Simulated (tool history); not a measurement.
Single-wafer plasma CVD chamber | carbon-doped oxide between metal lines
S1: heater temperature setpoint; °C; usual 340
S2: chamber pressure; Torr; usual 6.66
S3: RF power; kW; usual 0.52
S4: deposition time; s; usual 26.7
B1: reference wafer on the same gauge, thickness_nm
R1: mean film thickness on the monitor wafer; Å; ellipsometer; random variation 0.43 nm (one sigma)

run,day,S1,S2,S3,S4,B1,R1
1,0,340,6.66,0.52,23.7,108.628,1160.72
2,1.525,340,6.66,0.52,23.7,108.497,1164.96
# day 3.229: gauge calibrated
# day 3.717: thermocouple changed; heater temperature recalibrated
3,3.825,340,6.66,0.5,26.7,112.153,1316.01
4,6.046,340,6.66,0.5,26.7,112.166,1316.61
5,8.554,340,6.66,0.5,26.7,112.2,1314.65
6,10.112,340,6.66,0.52,26.7,112.159,1348.95
7,11.638,346,6.66,0.55,26.7,112.141,1370.8
8,13.542,340,6.66,0.52,26.7,112.134,1350.14
9,15.633,340,6.66,0.52,26.7,112.136,1345.34
10,18.612,340,5.82,0.52,29.1,112.046,1427.16
# day 20.942: RF generator calibrated
11,21.2,340,5.1,0.555,21.4,112.065,1081.7
# day 23.1: showerhead replaced
12,25.446,351,7.89,0.43,26.7,112.055,1157.61
13,26.917,340,6.66,0.52,23.7,111.975,1196.52
14,27.954,340,6.66,0.475,26.7,112.021,1259.16
15,30.492,340,6.66,0.57,30.3,111.952,1607.55
# day 31.938: capacitance manometer re-zeroed and calibrated
16,33.333,340,6.66,0.52,26.7,111.864,1341.79
17,35.642,340,6.66,0.52,26.7,111.84,1346.94
18,36.662,340,6.66,0.52,26.7,111.842,1338.73
19,38.338,340,6.66,0.61,30.2,111.736,1678.49
20,40.95,340,6.66,0.52,26.7,111.804,1340.47
21,43.154,340,5.25,0.52,26.7,111.713,1279.71
# day 45.346: thermocouple changed; heater temperature recalibrated
22,45.596,340,5.89,0.45,26.7,111.604,1194.86
23,47.108,340,6.66,0.555,23.3,111.594,1224.05
24,49.179,327,5.02,0.575,26.7,111.532,1416.29
25,50.388,340,5.99,0.52,24.8,111.438,1229.14
26,51.675,340,6.66,0.52,26.7,111.439,1335.01
27,52.95,340,6.66,0.52,29.6,111.338,1478.21
28,55.788,340,6.66,0.52,26.7,111.313,1339.77
29,58.433,353,7.94,0.52,26.7,111.24,1302.08

3 ways to go on from here, each from the tool as it stands after run 29. What would each give?
A,58.45,340,6.66,0.6,26.7,?,?
B,58.45,340,8.29,0.52,26.7,?,?
C,58.45,340,6.66,0.52,25.1,?,?

run,B1,R1
A,111.144,1462.4
B,111.144,1358.84
C,111.144,1255.83
Without the tool's hidden state the same runs would have given:
run,R1
A,1472.74
B,1368.45
C,1264.71

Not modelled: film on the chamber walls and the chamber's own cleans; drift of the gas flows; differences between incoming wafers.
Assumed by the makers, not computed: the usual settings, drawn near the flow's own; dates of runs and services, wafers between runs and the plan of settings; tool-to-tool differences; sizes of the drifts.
